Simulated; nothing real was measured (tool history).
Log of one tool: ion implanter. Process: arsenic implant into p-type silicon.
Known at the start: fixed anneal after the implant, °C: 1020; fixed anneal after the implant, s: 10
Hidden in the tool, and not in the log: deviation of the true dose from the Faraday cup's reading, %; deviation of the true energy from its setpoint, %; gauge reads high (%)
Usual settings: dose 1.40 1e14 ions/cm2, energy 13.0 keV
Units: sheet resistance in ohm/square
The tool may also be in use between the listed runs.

run	hour	dose	energy	wafers since the last listed run	hours since the last dose calibration	hours since the extraction supply was calibrated	hours since the gauge calibration	read-back reference wafer on the same gauge, sheet resistance	sheet resistance
1	0.0	1.26	13.0	0	1851.5	3734.9	443.8	530.32	643.48
2	31.6	1.26	13.0	598	1883.1	3766.5	475.4	530.16	643.38
3	53.2	1.40	13.0	408	1904.7	3788.1	497.0	529.95	593.95
4	67.6	1.40	13.0	272	1919.1	3802.5	511.4	529.64	597.23
5	92.3	1.40	13.0	467	1943.8	3827.2	536.1	530.09	595.91
6	107.2	1.40	13.0	282	1958.7	3842.1	551.0	530.27	594.56
7	133.3	1.40	13.0	494	1984.8	3868.2	577.1	530.29	595.60
8	158.9	1.72	13.0	484	2010.4	3893.8	602.7	529.96	509.91
9	194.0	1.72	13.0	664	2045.5	3928.9	637.8	530.50	511.17
10	226.2	1.40	13.0	609	2077.7	3961.1	670.0	529.70	594.69
# hour 259.5: Faraday cup replaced and dose calibrated
11	315.7	1.40	13.0	1542	56.2	4050.6	759.5	530.04	581.64
12	419.5	1.71	14.5	1964	160.0	4154.4	863.3	530.23	493.24
13	433.5	1.40	13.0	265	174.0	4168.4	877.3	530.50	580.22
14	451.1	1.71	17.5	333	191.6	4186.0	894.9	530.10	480.21
15	549.8	1.60	11.5	1868	290.3	4284.7	993.6	529.96	534.24
16	569.2	1.61	13.0	367	309.7	4304.1	1013.0	529.74	524.78
17	597.2	1.40	13.0	530	337.7	4332.1	1041.0	530.10	584.17
# hour 608.6: gauge calibrated
# hour 628.1: extraction supply calibrated
18	628.6	1.26	13.0	442	369.1	0.5	20.0	529.94	631.01
19	650.0	1.16	10.5	405	390.5	21.9	41.4	530.10	688.07
20	756.5	1.40	13.0	2016	497.0	128.4	147.9	530.26	580.54
21	775.4	1.20	13.0	357	515.9	147.3	166.8	530.32	651.17
22	799.0	1.13	13.0	446	539.5	170.9	190.4	530.81	681.63
23	833.6	1.40	13.0	654	574.1	205.5	225.0	529.81	581.99

5 ways to go on from here, each from the tool as it stands after run 23. What would each give?
A	834.0	1.40	13.0	7	574.5	205.9	225.4	?	?
B	834.0	1.23	13.0	7	574.5	205.9	225.4	?	?
C	834.0	1.15	12.0	7	574.5	205.9	225.4	?	?
D	834.0	1.03	16.5	7	574.5	205.9	225.4	?	?
E	834.0	1.20	11.0	7	574.5	205.9	225.4	?	?

run	read-back reference wafer on the same gauge, sheet resistance	sheet resistance
A	529.24	579.95
B	529.24	638.36
C	529.24	678.26
D	529.24	700.63
E	529.24	665.03
Without the tool's hidden state the same runs would have given:
run	sheet resistance
A	575.73
B	633.77
C	673.39
D	695.76
E	660.21
